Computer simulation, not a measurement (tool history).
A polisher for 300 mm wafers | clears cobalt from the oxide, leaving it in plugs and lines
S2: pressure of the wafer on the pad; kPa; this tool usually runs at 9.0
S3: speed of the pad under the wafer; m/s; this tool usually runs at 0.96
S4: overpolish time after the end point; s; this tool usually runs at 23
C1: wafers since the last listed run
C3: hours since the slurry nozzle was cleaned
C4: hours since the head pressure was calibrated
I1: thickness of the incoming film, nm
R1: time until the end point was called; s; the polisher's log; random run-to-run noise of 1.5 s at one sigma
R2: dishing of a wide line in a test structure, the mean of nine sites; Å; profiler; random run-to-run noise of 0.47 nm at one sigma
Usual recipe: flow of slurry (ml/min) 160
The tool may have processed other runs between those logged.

{"run": 1, "hour": 0.0, "flow of slurry (ml/min)": 160, "S2": 9.0, "S3": 0.96, "S4": 17, "C1": 0, "wafers polished on this pad": 2416, "C3": 209.5, "C4": 231.7, "I1": 331.4, "R1": 122.1, "R2": 325}
{"run": 2, "hour": 45.3, "flow of slurry (ml/min)": 160, "S2": 9.0, "S3": 0.96, "S4": 27, "C1": 206, "wafers polished on this pad": 2622, "C3": 254.8, "C4": 277.0, "I1": 326.9, "R1": 118.1, "R2": 439}
{"run": 3, "hour": 125.3, "flow of slurry (ml/min)": 160, "S2": 9.0, "S3": 0.96, "S4": 27, "C1": 365, "wafers polished on this pad": 2988, "C3": 334.8, "C4": 357.0, "I1": 332.2, "R1": 121.8, "R2": 435}
{"run": 4, "hour": 313.6, "flow of slurry (ml/min)": 160, "S2": 9.0, "S3": 0.96, "S4": 20, "C1": 859, "wafers polished on this pad": 3847, "C3": 523.1, "C4": 545.3, "I1": 327.9, "R1": 114.8, "R2": 371}
{"hour": 372.6, "done": "worn pad replaced by a new one"}
{"run": 5, "hour": 379.9, "flow of slurry (ml/min)": 160, "S2": 9.0, "S3": 0.96, "S4": 20, "C1": 284, "wafers polished on this pad": 33, "C3": 589.4, "C4": 611.6, "I1": 332.2, "R1": 114.8, "R2": 374}
{"hour": 625.4, "done": "slurry nozzle cleaned"}
{"run": 6, "hour": 674.9, "flow of slurry (ml/min)": 160, "S2": 9.0, "S3": 0.96, "S4": 20, "C1": 1341, "wafers polished on this pad": 1375, "C3": 49.5, "C4": 906.6, "I1": 326.8, "R1": 112.8, "R2": 378}
{"run": 7, "hour": 743.1, "flow of slurry (ml/min)": 160, "S2": 9.0, "S3": 0.96, "S4": 23, "C1": 311, "wafers polished on this pad": 1686, "C3": 117.7, "C4": 974.8, "I1": 324.9, "R1": 109.6, "R2": 418}
{"run": 8, "hour": 805.5, "flow of slurry (ml/min)": 160, "S2": 9.0, "S3": 0.96, "S4": 23, "C1": 284, "wafers polished on this pad": 1971, "C3": 180.1, "C4": 1037.2, "I1": 333.1, "R1": 112.2, "R2": 407}
{"run": 9, "hour": 908.1, "flow of slurry (ml/min)": 160, "S2": 9.0, "S3": 0.96, "S4": 23, "C1": 468, "wafers polished on this pad": 2439, "C3": 282.7, "C4": 1139.8, "I1": 332.1, "R1": 108.1, "R2": 412}
{"hour": 944.8, "done": "head pressure recalibrated"}
{"run": 10, "hour": 952.9, "flow of slurry (ml/min)": 160, "S2": 9.0, "S3": 0.96, "S4": 20, "C1": 195, "wafers polished on this pad": 2635, "C3": 327.5, "C4": 8.1, "I1": 333.2, "R1": 121.0, "R2": 366}
{"run": 11, "hour": 1052.9, "flow of slurry (ml/min)": 160, "S2": 9.0, "S3": 0.96, "S4": 23, "C1": 456, "wafers polished on this pad": 3091, "C3": 427.5, "C4": 108.1, "I1": 328.2, "R1": 116.9, "R2": 398}
{"run": 12, "hour": 1155.5, "flow of slurry (ml/min)": 205, "S2": 11.0, "S3": 0.86, "S4": 23, "C1": 468, "wafers polished on this pad": 3560, "C3": 530.1, "C4": 210.7, "I1": 335.4, "R1": 107.8, "R2": 426}
{"run": 13, "hour": 1258.9, "flow of slurry (ml/min)": 135, "S2": 11.0, "S3": 1.28, "S4": 30, "C1": 471, "wafers polished on this pad": 4032, "C3": 633.5, "C4": 314.1, "I1": 331.7, "R1": 79.6, "R2": 544}
{"hour": 1284.9, "done": "worn pad replaced by a new one"}
{"run": 14, "hour": 1326.5, "flow of slurry (ml/min)": 160, "S2": 11.7, "S3": 0.82, "S4": 23, "C1": 290, "wafers polished on this pad": 189, "C3": 701.1, "C4": 381.7, "I1": 325.2, "R1": 105.6, "R2": 421}
{"run": 15, "hour": 1427.1, "flow of slurry (ml/min)": 195, "S2": 9.0, "S3": 0.96, "S4": 23, "C1": 459, "wafers polished on this pad": 649, "C3": 801.7, "C4": 482.3, "I1": 329.5, "R1": 115.0, "R2": 398}
{"run": 16, "hour": 1472.5, "flow of slurry (ml/min)": 160, "S2": 11.0, "S3": 0.66, "S4": 23, "C1": 207, "wafers polished on this pad": 856, "C3": 847.1, "C4": 527.7, "I1": 330.1, "R1": 130.6, "R2": 371}
{"hour": 1540.6, "done": "slurry nozzle cleaned"}
{"run": 17, "hour": 1567.0, "flow of slurry (ml/min)": 200, "S2": 9.0, "S3": 0.96, "S4": 23, "C1": 426, "wafers polished on this pad": 1283, "C3": 26.4, "C4": 622.2, "I1": 330.3, "R1": 112.8, "R2": 413}
{"run": 18, "hour": 1631.9, "flow of slurry (ml/min)": 140, "S2": 11.0, "S3": 0.96, "S4": 35, "C1": 296, "wafers polished on this pad": 1579, "C3": 91.3, "C4": 687.1, "I1": 331.4, "R1": 98.7, "R2": 530}
{"run": 19, "hour": 1941.7, "flow of slurry (ml/min)": 160, "S2": 9.0, "S3": 0.78, "S4": 13, "C1": 1414, "wafers polished on this pad": 2993, "C3": 401.1, "C4": 996.9, "I1": 331.5, "R1": 129.9, "R2": 251}
{"run": 20, "hour": 2024.6, "flow of slurry (ml/min)": 160, "S2": 9.0, "S3": 0.96, "S4": 23, "C1": 378, "wafers polished on this pad": 3371, "C3": 484.0, "C4": 1079.8, "I1": 327.7, "R1": 108.6, "R2": 413}
{"run": 21, "hour": 2096.6, "flow of slurry (ml/min)": 135, "S2": 6.2, "S3": 1.08, "S4": 32, "C1": 328, "wafers polished on this pad": 3700, "C3": 556.0, "C4": 1151.8, "I1": 332.0, "R1": 135.3, "R2": 437}
{"hour": 2102.4, "done": "head pressure recalibrated"}
{"hour": 2167.6, "done": "worn pad replaced by a new one"}
{"run": 22, "hour": 2200.8, "flow of slurry (ml/min)": 160, "S2": 9.0, "S3": 1.06, "S4": 19, "C1": 448, "wafers polished on this pad": 151, "C3": 660.2, "C4": 98.4, "I1": 329.4, "R1": 112.2, "R2": 362}
{"run": 23, "hour": 2264.3, "flow of slurry (ml/min)": 200, "S2": 6.9, "S3": 0.68, "S4": 32, "C1": 289, "wafers polished on this pad": 441, "C3": 723.7, "C4": 161.9, "I1": 333.6, "R1": 189.1, "R2": 374}
{"run": 24, "hour": 2360.1, "flow of slurry (ml/min)": 160, "S2": 9.0, "S3": 0.96, "S4": 20, "C1": 437, "wafers polished on this pad": 878, "C3": 819.5, "C4": 257.7, "I1": 330.7, "R1": 120.0, "R2": 357}
{"run": 25, "hour": 2425.2, "flow of slurry (ml/min)": 160, "S2": 6.2, "S3": 0.96, "S4": 23, "C1": 297, "wafers polished on this pad": 1175, "C3": 884.6, "C4": 322.8, "I1": 329.6, "R1": 163.4, "R2": 321}
{"hour": 2467.0, "done": "slurry nozzle cleaned"}
{"run": 26, "hour": 2600.7, "flow of slurry (ml/min)": 120, "S2": 6.9, "S3": 0.96, "S4": 14, "C1": 796, "wafers polished on this pad": 1972, "C3": 133.7, "C4": 498.3, "I1": 327.4, "R1": 159.2, "R2": 228}
{"run": 27, "hour": 2672.9, "flow of slurry (ml/min)": 160, "S2": 9.0, "S3": 0.96, "S4": 23, "C1": 329, "wafers polished on this pad": 2301, "C3": 205.9, "C4": 570.5, "I1": 332.2, "R1": 120.1, "R2": 406}
{"run": 28, "hour": 2709.6, "flow of slurry (ml/min)": 105, "S2": 10.3, "S3": 0.8, "S4": 9, "C1": 167, "wafers polished on this pad": 2469, "C3": 242.6, "C4": 607.2, "I1": 331.9, "R1": 134.6, "R2": 180}
{"run": 29, "hour": 2797.1, "flow of slurry (ml/min)": 205, "S2": 7.6, "S3": 0.62, "S4": 27, "C1": 399, "wafers polished on this pad": 2868, "C3": 330.1, "C4": 694.7, "I1": 332.6, "R1": 174.2, "R2": 339}
{"run": 30, "hour": 2892.6, "flow of slurry (ml/min)": 160, "S2": 9.0, "S3": 0.96, "S4": 23, "C1": 435, "wafers polished on this pad": 3304, "C3": 425.6, "C4": 790.2, "I1": 330.8, "R1": 115.6, "R2": 410}
{"run": 31, "hour": 2989.4, "flow of slurry (ml/min)": 160, "S2": 9.0, "S3": 0.96, "S4": 35, "C1": 441, "wafers polished on this pad": 3746, "C3": 522.4, "C4": 887.0, "I1": 330.4, "R1": 114.1, "R2": 507}
{"run": 32, "hour": 3050.8, "flow of slurry (ml/min)": 215, "S2": 11.0, "S3": 0.8, "S4": 23, "C1": 280, "wafers polished on this pad": 4026, "C3": 583.8, "C4": 948.4, "I1": 330.5, "R1": 102.7, "R2": 429}
{"hour": 3069.1, "done": "worn pad replaced by a new one"}
{"hour": 3178.4, "done": "head pressure recalibrated"}
{"run": 33, "hour": 3215.5, "flow of slurry (ml/min)": 185, "S2": 9.0, "S3": 1.12, "S4": 23, "C1": 724, "wafers polished on this pad": 659, "C3": 748.5, "C4": 37.1, "I1": 331.9, "R1": 102.4, "R2": 427}

5 ways to go on from here, each from the tool as it stands after run 33. What would each give?
{"run": "A", "hour": 3216.0, "flow of slurry (ml/min)": 105, "S2": 9.0, "S3": 0.96, "S4": 23, "C1": 2, "wafers polished on this pad": 661, "C3": 749.0, "C4": 37.6, "I1": 327.6, "R1": "?", "R2": "?"}
{"run": "B", "hour": 3216.0, "flow of slurry (ml/min)": 135, "S2": 12.4, "S3": 1.08, "S4": 12, "C1": 2, "wafers polished on this pad": 661, "C3": 749.0, "C4": 37.6, "I1": 327.6, "R1": "?", "R2": "?"}
{"run": "C", "hour": 3216.0, "flow of slurry (ml/min)": 130, "S2": 11.0, "S3": 1.16, "S4": 29, "C1": 2, "wafers polished on this pad": 661, "C3": 749.0, "C4": 37.6, "I1": 327.6, "R1": "?", "R2": "?"}
{"run": "D", "hour": 3216.0, "flow of slurry (ml/min)": 160, "S2": 9.0, "S3": 0.96, "S4": 33, "C1": 2, "wafers polished on this pad": 661, "C3": 749.0, "C4": 37.6, "I1": 327.6, "R1": "?", "R2": "?"}
{"run": "E", "hour": 3216.0, "flow of slurry (ml/min)": 180, "S2": 11.7, "S3": 0.7, "S4": 29, "C1": 2, "wafers polished on this pad": 661, "C3": 749.0, "C4": 37.6, "I1": 327.6, "R1": "?", "R2": "?"}

run=A R1=129.3 R2=366
run=B R1=83.5 R2=317
run=C R1=88.1 R2=506
run=D R1=117.4 R2=474
run=E R1=116.2 R2=446
Without the tool's hidden state the same runs would have given:
run=A R1=130.1 R2=365
run=B R1=84.1 R2=316
run=C R1=88.7 R2=505
run=D R1=118.2 R2=472
run=E R1=116.9 R2=445

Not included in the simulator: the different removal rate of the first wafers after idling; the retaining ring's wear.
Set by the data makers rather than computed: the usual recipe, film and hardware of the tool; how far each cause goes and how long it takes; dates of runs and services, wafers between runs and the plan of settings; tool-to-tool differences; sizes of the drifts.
